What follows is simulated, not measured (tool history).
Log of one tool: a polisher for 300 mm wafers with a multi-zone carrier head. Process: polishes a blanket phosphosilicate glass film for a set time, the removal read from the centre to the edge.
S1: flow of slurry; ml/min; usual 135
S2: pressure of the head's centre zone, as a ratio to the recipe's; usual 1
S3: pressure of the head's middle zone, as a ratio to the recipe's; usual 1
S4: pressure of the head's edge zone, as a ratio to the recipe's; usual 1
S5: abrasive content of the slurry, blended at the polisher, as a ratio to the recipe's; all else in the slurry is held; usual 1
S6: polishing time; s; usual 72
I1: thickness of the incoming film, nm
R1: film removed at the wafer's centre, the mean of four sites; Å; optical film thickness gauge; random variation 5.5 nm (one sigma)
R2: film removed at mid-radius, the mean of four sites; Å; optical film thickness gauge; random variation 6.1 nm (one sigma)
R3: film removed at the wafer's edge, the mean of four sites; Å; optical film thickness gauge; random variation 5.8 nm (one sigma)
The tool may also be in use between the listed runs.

| run | day | S1 | S2 | S3 | S4 | S5 | S6 | I1 | R1 | R2 | R3 |
|---|---|---|---|---|---|---|---|---|---|---|---|
| 1 | 0 | 135 | 1 | 1 | 1 | 1 | 72 | 4527.1 | 4796 | 5174 | 5124 |
|  | 0.362 | worn pad replaced by a new one |
| 2 | 0.496 | 135 | 1 | 1 | 1 | 1 | 72 | 4582.4 | 4765 | 5117 | 5207 |
| 3 | 0.979 | 135 | 1 | 0.93 | 1 | 1 | 72 | 4546.6 | 4699 | 4816 | 5097 |
| 4 | 1.662 | 135 | 1 | 0.93 | 1 | 1 | 72 | 4587.6 | 4799 | 4902 | 5130 |
| 5 | 2.325 | 135 | 1 | 0.93 | 1 | 1 | 72 | 4483 | 4579 | 4900 | 5155 |
| 6 | 2.904 | 135 | 1 | 1 | 1 | 1 | 72 | 4525.6 | 4645 | 5078 | 5148 |
| 7 | 3.312 | 135 | 1 | 1 | 1 | 1 | 72 | 4572.3 | 4651 | 5119 | 5094 |
|  | 3.529 | worn pad replaced by a new one |
| 8 | 3.738 | 135 | 1 | 1 | 1 | 1 | 72 | 4504.3 | 4529 | 5109 | 5220 |
|  | 3.888 | centre zone pressure recalibrated |
|  | 4.088 | edge zone pressure recalibrated |
|  | 4.304 | carrier head's membrane replaced by a new one |
| 9 | 4.4 | 135 | 1 | 1 | 1 | 1 | 72 | 4548.4 | 5166 | 5183 | 5108 |
|  | 4.467 | slurry nozzle cleaned |
| 10 | 4.717 | 135 | 1 | 1 | 1 | 1 | 72 | 4500.1 | 5061 | 5113 | 5165 |
| 11 | 5.412 | 135 | 1.09 | 1 | 0.93 | 1 | 72 | 4521.8 | 5617 | 5097 | 4988 |
| 12 | 5.908 | 135 | 1 | 1 | 1 | 1 | 72 | 4500 | 5133 | 5169 | 5035 |
| 13 | 6.608 | 180 | 0.93 | 1 | 1 | 1.25 | 72 | 4572.5 | 5861 | 6152 | 6142 |
|  | 7.308 | worn pad replaced by a new one |
| 14 | 7.329 | 125 | 1 | 1.11 | 1 | 1 | 55 | 4531 | 3898 | 4120 | 3897 |
| 15 | 7.733 | 135 | 1 | 1 | 1 | 1 | 72 | 4555.9 | 5117 | 5263 | 5126 |
| 16 | 8.179 | 150 | 0.91 | 1 | 1 | 1 | 79 | 4547.2 | 5212 | 5753 | 5812 |
| 17 | 8.533 | 135 | 1 | 1 | 1 | 1 | 59 | 4529.1 | 4144 | 4236 | 4237 |
| 18 | 8.846 | 135 | 1 | 1 | 1.09 | 0.9 | 54 | 4465.3 | 3536 | 3565 | 3767 |
| 19 | 9.188 | 135 | 1 | 1 | 1.06 | 1.2 | 72 | 4575 | 5580 | 5713 | 5811 |

Measured less the same run without the tool's hidden state. The same run-to-run variation is in both; the gauge's scatter may not be:
The hidden state here: removal rate lost through wear of the pad, %; slurry flow missing at the pad, %; deviation of the centre zone's pressure from its setpoint, %; deviation of the edge zone's pressure from its setpoint, %.
| run | R1 |
|---|---|
| 1 | -240 |
| 2 | -264 |
| 3 | -287 |
| 4 | -332 |
| 5 | -356 |
| 6 | -399 |
| 7 | -428 |
| 8 | -445 |
| 9 | +127 |
| 10 | +124 |
| 11 | +133 |
| 12 | +118 |
| 13 | +127 |
| 14 | +76 |
| 15 | +93 |
| 16 | +86 |
| 17 | +62 |
| 18 | +48 |
| 19 | +67 |
R2: within 3 Å of the measured result in every run.
R3: 0 in every run.
